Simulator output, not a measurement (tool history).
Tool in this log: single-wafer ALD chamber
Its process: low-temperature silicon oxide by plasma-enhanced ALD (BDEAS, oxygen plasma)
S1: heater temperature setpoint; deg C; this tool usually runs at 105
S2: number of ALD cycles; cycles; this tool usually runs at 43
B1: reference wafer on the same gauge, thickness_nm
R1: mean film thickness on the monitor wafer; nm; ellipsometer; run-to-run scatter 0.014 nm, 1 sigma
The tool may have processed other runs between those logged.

run	day	S1	S2	B1	R1
1	0.000	105	43	6.231	5.661
2	0.462	105	43	6.234	5.668
3	0.988	105	43	6.234	5.678
4	1.683	99	43	6.234	5.749
5	2.154	99	43	6.235	5.750
6	2.517	105	43	6.237	5.644
7	2.971	105	43	6.236	5.650
8	3.554	105	43	6.241	5.681
9	4.200	105	43	6.243	5.673
10	4.833	102	43	6.246	5.703
11	5.671	109	45	6.245	5.874
12	6.038	105	43	6.251	5.657
13	6.646	105	43	6.251	5.649
14	7.358	105	40	6.258	5.295
15	8.008	97	43	6.257	5.829
16	8.429	97	43	6.261	5.838
17	9.175	105	38	6.264	5.024
18	9.667	105	38	6.269	5.032
19	11.533	95	43	6.278	5.895
20	12.096	105	43	6.282	5.693
21	12.812	105	43	6.284	5.694
22	13.421	108	43	6.291	5.681
# day 13.512: gauge calibrated
23	14.142	120	47	6.218	5.987
24	14.400	105	43	6.219	5.626
25	14.717	109	50	6.218	6.509
26	15.238	105	36	6.219	4.729
27	15.796	100	43	6.220	5.707
28	16.296	105	43	6.221	5.660
29	16.762	112	36	6.219	4.682
30	17.396	105	43	6.221	5.653
31	17.842	93	40	6.224	5.489
32	18.650	95	39	6.223	5.300
33	19.342	91	43	6.226	5.912
34	19.858	105	43	6.227	5.646
35	20.558	105	43	6.225	5.660
# day 21.000: thermocouple changed; heater temperature recalibrated
36	21.021	100	50	6.229	6.642
37	21.529	100	38	6.233	5.060
38	22.117	98	41	6.232	5.504
39	22.654	98	40	6.234	5.356
40	22.975	111	46	6.235	5.958
41	24.846	119	41	6.240	5.255
42	25.146	110	40	6.243	5.203
43	25.467	110	47	6.246	6.126
44	25.988	111	41	6.246	5.352
45	26.642	94	43	6.253	5.899

The tool's hidden state at each run:
wafer temperature above the value expected at the setpoint (K): 0 at every run
H1: gauge reads high (%)
run	H1
1	0.342
2	0.356
3	0.374
4	0.4
5	0.42
6	0.436
7	0.457
8	0.486
9	0.521
10	0.558
11	0.611
12	0.635
13	0.677
14	0.73
15	0.781
16	0.816
17	0.879
18	0.923
19	1.1
20	1.16
21	1.24
22	1.31
23	0.129
24	0.131
25	0.133
26	0.138
27	0.145
28	0.153
29	0.162
30	0.176
31	0.188
32	0.212
33	0.236
34	0.257
35	0.286
36	0.308
37	0.333
38	0.364
39	0.395
40	0.414
41	0.538
42	0.56
43	0.584
44	0.625
45	0.678
